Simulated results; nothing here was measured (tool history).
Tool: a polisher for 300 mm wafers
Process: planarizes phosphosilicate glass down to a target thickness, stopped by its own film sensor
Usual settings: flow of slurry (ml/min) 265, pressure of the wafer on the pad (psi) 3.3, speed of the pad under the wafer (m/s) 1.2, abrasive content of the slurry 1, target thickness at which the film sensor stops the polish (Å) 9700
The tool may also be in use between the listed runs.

run   hour  flow of slurry (ml/min)  pressure of the wafer on the pad (psi)  speed of the pad under the wafer (m/s)  abrasive content of the slurry  target thickness at which the film sensor stops the polish (Å)  incoming thickness of the incoming film, nm  time until the film sensor stopped the polish (s)
  1      0                      265                                     4.2                                     1.2                               1                                                            9700                                       1750.6                                               56.6
  2   12.1                      265                                     4.2                                     1.2                               1                                                            9700                                       1770.7                                               58.2
  3   47.5                      265                                     3.3                                    1.36                               1                                                            9700                                       1758.7                                               66.5
      72.9  -- worn pad replaced by a new one
  4     77                      265                                     3.3                                    1.36                               1                                                            9700                                       1746.2                                               65.2
  5  107.9                      330                                     3.3                                     1.2                               1                                                            9700                                       1760.1                                                 70
  6  122.9                      330                                     3.3                                     1.2                               1                                                            9700                                       1760.5                                               71.7
  7    140                      330                                     3.3                                     1.2                               1                                                            9700                                       1771.5                                               72.1
  8  155.5                      265                                     3.3                                     1.2                               1                                                            9700                                       1783.9                                               75.8
  9  172.4                      265                                     3.3                                     1.2                               1                                                            9700                                       1747.9                                               71.6
     195.3  -- worn pad replaced by a new one
 10  196.3                      265                                     3.3                                     1.2                               1                                                            9700                                       1801.5                                               78.5
     211.6  -- slurry blender recalibrated
     219.3  -- slurry nozzle cleaned
 11  219.8                      265                                     4.4                                     1.2                               1                                                            9700                                       1755.6                                               54.5
     234.5  -- conditioning disc replaced and pad reconditioned
 12  251.3                      265                                     3.3                                     1.2                             0.7                                                            9700                                       1750.5                                               85.4
     273.9  -- head pressure recalibrated
 13  285.7                      205                                     3.3                                    1.34                             0.8                                                            8120                                       1764.7                                               91.7
     305.8  -- worn pad replaced by a new one
 14  306.3                      265                                     2.3                                     1.2                               1                                                            7490                                       1760.1                                                137
 15  332.1                      265                                     3.3                                     1.2                               1                                                            7810                                       1774.6                                               91.4
 16    365                      265                                     3.3                                    0.78                               1                                                           12250                                       1780.4                                               73.1
 17  422.2                      185                                     2.7                                    1.54                               1                                                            9700                                       1776.4                                               78.3
     432.9  -- worn pad replaced by a new one
 18  436.3                      265                                     4.2                                     1.2                               1                                                            9700                                       1796.5                                               60.5
 19  463.7                      340                                     3.3                                     1.2                               1                                                            9700                                       1752.7                                               70.2
 20  481.1                      265                                     3.3                                     1.2                               1                                                            9700                                       1777.6                                               72.8

Forecast each of these 3 alternatives for the next run:
  A  481.6                      265                                     3.3                                    0.98                               1                                                            9700                                       1768.1                                                  ?
  B  481.6                      360                                     2.4                                    0.94                               1                                                            9700                                       1768.1                                                  ?
  C  481.6                      305                                     3.3                                     1.2                               1                                                            9700                                       1768.1                                                  ?

run  time until the film sensor stopped the polish (s)
  A                                               85.5
  B                                              118.1
  C                                               71.7
Without the tool's hidden state the same runs would have given:
run  time until the film sensor stopped the polish (s)
  A                                               85.5
  B                                              118.1
  C                                               71.7
